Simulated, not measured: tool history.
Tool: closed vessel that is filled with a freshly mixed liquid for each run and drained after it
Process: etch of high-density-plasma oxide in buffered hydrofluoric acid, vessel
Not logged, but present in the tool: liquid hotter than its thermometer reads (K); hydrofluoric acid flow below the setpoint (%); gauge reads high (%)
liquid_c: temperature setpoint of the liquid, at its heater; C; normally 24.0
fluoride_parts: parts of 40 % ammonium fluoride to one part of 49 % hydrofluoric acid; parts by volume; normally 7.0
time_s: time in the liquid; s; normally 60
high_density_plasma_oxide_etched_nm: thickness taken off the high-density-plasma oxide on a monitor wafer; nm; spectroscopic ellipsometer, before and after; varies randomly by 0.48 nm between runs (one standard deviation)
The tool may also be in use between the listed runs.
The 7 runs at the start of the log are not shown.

run   hour  liquid_c  fluoride_parts  time_s  wafers since the last listed run  hours since the thermometer was replaced  hours since the hydrofluoric acid flow meter was replaced  hours since the gauge calibration  read-back film thickness of the high-density-plasma oxide reference wafer, read on the same gauge (nm)  high_density_plasma_oxide_etched_nm
  8  153.9      21.5             7.0      70                              2952                                    1553.6                                                     2035.4                              358.4                                                                                                  150.03                               109.78
  9  175.0      27.5             7.0      60                              2377                                    1574.7                                                     2056.5                              379.5                                                                                                  149.94                               129.26
 10  189.8      27.5             7.0      60                              1667                                    1589.5                                                     2071.3                              394.3                                                                                                  149.93                               129.82
 11  220.4      24.0             7.0      80                              3448                                    1620.1                                                     2101.9                              424.9                                                                                                  150.01                               143.49
 12  238.2      24.0             7.0      60                              2005                                    1637.9                                                     2119.7                              442.7                                                                                                  149.97                               108.17
 13  268.1      24.0             7.0      60                              3369                                    1667.8                                                     2149.6                              472.6                                                                                                  150.02                               107.61
 14  291.4      28.0             7.0      60                              2625                                    1691.1                                                     2172.9                              495.9                                                                                                  149.98                               133.92
     298.2  -- hydrofluoric acid flow meter replaced
 15  312.3      24.0             7.0      60                              2242                                    1712.0                                                       14.1                              516.8                                                                                                  149.96                               108.92
 16  334.4      24.0             7.0      60                              2490                                    1734.1                                                       36.2                              538.9                                                                                                  149.97                               108.37
 17  373.3      26.0             5.5      85                              4383                                    1773.0                                                       75.1                              577.8                                                                                                  150.00                               210.15
 18  390.2      20.0             7.0      35                              1904                                    1789.9                                                       92.0                              594.7                                                                                                  150.01                                51.11
 19  403.6      24.0             8.0      60                              1510                                    1803.3                                                      105.4                              608.1                                                                                                  149.97                                93.23
 20  416.1      27.0             8.5      50                              1408                                    1815.8                                                      117.9                              620.6                                                                                                  149.95                                86.73
     437.3  -- gauge calibrated
     480.8  -- thermometer replaced
 21  494.3      21.5             7.0      70                              8699                                      13.5                                                      196.1                               57.0                                                                                                  149.97                               105.38
 22  519.4      26.5             7.0      30                              2828                                      38.6                                                      221.2                               82.1                                                                                                  149.99                                59.69
 23  553.8      21.0             8.0      75                              3876                                      73.0                                                      255.6                              116.5                                                                                                  149.98                                95.73
 24  586.7      24.0             5.5      60                              3707                                     105.9                                                      288.5                              149.4                                                                                                  150.00                               128.17
 25  618.5      24.0             7.0      70                              3583                                     137.7                                                      320.3                              181.2                                                                                                  149.96                               121.87
 26  635.1      20.0            10.0      80                              1870                                     154.3                                                      336.9                              197.8                                                                                                  150.03                                79.45
 27  667.5      24.0             7.0      70                              3651                                     186.7                                                      369.3                              230.2                                                                                                  150.03                               121.86
 28  694.2      19.5             8.5      75                              3008                                     213.4                                                      396.0                              256.9                                                                                                  149.99                                82.21
 29  725.4      26.5             5.0      85                              3515                                     244.6                                                      427.2                              288.1                                                                                                  150.00                               226.64
 30  738.1      24.0             7.0      60                              1431                                     257.3                                                      439.9                              300.8                                                                                                  150.06                               104.61
 31  766.7      24.0             9.5      35                              3222                                     285.9                                                      468.5                              329.4                                                                                                  150.03                                45.04
 32  788.2      28.0             6.0      40                              2422                                     307.4                                                      490.0                              350.9                                                                                                  149.98                                98.67

Predict each of these 3 candidate next runs independently; none follows another, all start after run 32:
  A  788.9      21.5             7.0      60                                78                                     308.1                                                      490.7                              351.6                                                                                                       ?                                    ?
  B  788.9      26.5             7.0      60                                78                                     308.1                                                      490.7                              351.6                                                                                                       ?                                    ?
  C  788.9      19.5             9.5      85                                78                                     308.1                                                      490.7                              351.6                                                                                                       ?                                    ?

run  read-back film thickness of the high-density-plasma oxide reference wafer, read on the same gauge (nm)  high_density_plasma_oxide_etched_nm
  A                                                                                                  149.94                                91.24
  B                                                                                                  149.94                               119.74
  C                                                                                                  149.94                                85.14
With the hidden condition removed and each run's random variation left untouched, the same runs would have given:
run  high_density_plasma_oxide_etched_nm
  A                                90.09
  B                               118.28
  C                                84.05
